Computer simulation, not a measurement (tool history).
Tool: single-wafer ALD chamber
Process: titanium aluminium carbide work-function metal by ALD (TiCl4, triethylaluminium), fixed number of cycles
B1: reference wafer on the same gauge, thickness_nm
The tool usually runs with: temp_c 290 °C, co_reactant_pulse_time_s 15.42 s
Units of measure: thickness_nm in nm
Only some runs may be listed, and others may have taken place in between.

run 1 hour=0.0 | temp_c=296 co_reactant_pulse_time_s=15.42 | B1=1.612 | thickness_nm=1.888
run 2 hour=12.9 | temp_c=290 co_reactant_pulse_time_s=17.05 | B1=1.610 | thickness_nm=1.845
run 3 hour=19.4 | temp_c=281 co_reactant_pulse_time_s=15.42 | B1=1.610 | thickness_nm=1.752
run 4 hour=28.2 | temp_c=281 co_reactant_pulse_time_s=15.42 | B1=1.612 | thickness_nm=1.763
run 5 hour=35.7 | temp_c=281 co_reactant_pulse_time_s=15.42 | B1=1.612 | thickness_nm=1.761
run 6 hour=46.2 | temp_c=290 co_reactant_pulse_time_s=16.69 | B1=1.610 | thickness_nm=1.839
run 7 hour=64.0 | temp_c=290 co_reactant_pulse_time_s=16.69 | B1=1.610 | thickness_nm=1.858
run 8 hour=79.7 | temp_c=290 co_reactant_pulse_time_s=16.69 | B1=1.609 | thickness_nm=1.848
run 9 hour=89.6 | temp_c=290 co_reactant_pulse_time_s=15.42 | B1=1.610 | thickness_nm=1.849
run 10 hour=100.9 | temp_c=290 co_reactant_pulse_time_s=15.42 | B1=1.610 | thickness_nm=1.845
run 11 hour=113.5 | temp_c=290 co_reactant_pulse_time_s=12.23 | B1=1.611 | thickness_nm=1.805
run 12 hour=125.7 | temp_c=290 co_reactant_pulse_time_s=12.23 | B1=1.608 | thickness_nm=1.799
run 13 hour=134.7 | temp_c=290 co_reactant_pulse_time_s=15.42 | B1=1.611 | thickness_nm=1.844
-- hour=154.8 showerhead replaced
run 14 hour=155.3 | temp_c=277 co_reactant_pulse_time_s=10.35 | B1=1.607 | thickness_nm=1.631
-- hour=164.3 thermocouple changed; heater temperature recalibrated
run 15 hour=164.8 | temp_c=290 co_reactant_pulse_time_s=18.78 | B1=1.607 | thickness_nm=1.835
run 16 hour=171.0 | temp_c=290 co_reactant_pulse_time_s=15.42 | B1=1.610 | thickness_nm=1.842
-- hour=188.7 triethylaluminium bottle replaced
-- hour=200.6 gauge calibrated
run 17 hour=216.0 | temp_c=290 co_reactant_pulse_time_s=12.23 | B1=1.609 | thickness_nm=1.804
run 18 hour=222.2 | temp_c=290 co_reactant_pulse_time_s=15.42 | B1=1.609 | thickness_nm=1.849
run 19 hour=232.2 | temp_c=294 co_reactant_pulse_time_s=15.42 | B1=1.611 | thickness_nm=1.871
run 20 hour=242.2 | temp_c=296 co_reactant_pulse_time_s=15.42 | B1=1.612 | thickness_nm=1.900
run 21 hour=251.1 | temp_c=290 co_reactant_pulse_time_s=15.42 | B1=1.610 | thickness_nm=1.839
run 22 hour=265.8 | temp_c=298 co_reactant_pulse_time_s=20.58 | B1=1.611 | thickness_nm=1.914
run 23 hour=281.2 | temp_c=296 co_reactant_pulse_time_s=10.20 | B1=1.610 | thickness_nm=1.795
run 24 hour=289.9 | temp_c=300 co_reactant_pulse_time_s=16.99 | B1=1.612 | thickness_nm=1.937
run 25 hour=301.7 | temp_c=285 co_reactant_pulse_time_s=18.55 | B1=1.609 | thickness_nm=1.790
run 26 hour=312.0 | temp_c=301 co_reactant_pulse_time_s=20.70 | B1=1.610 | thickness_nm=1.956
run 27 hour=325.2 | temp_c=281 co_reactant_pulse_time_s=12.02 | B1=1.610 | thickness_nm=1.714

Exercise: give the hidden state of the tool at every run:
wafer temperature above the value expected at the setpoint (K): 0 across all the runs
triethylaluminium dose above that of a fresh bottle (%): 0 across all the runs
gauge reads high (%): 0 across all the runs
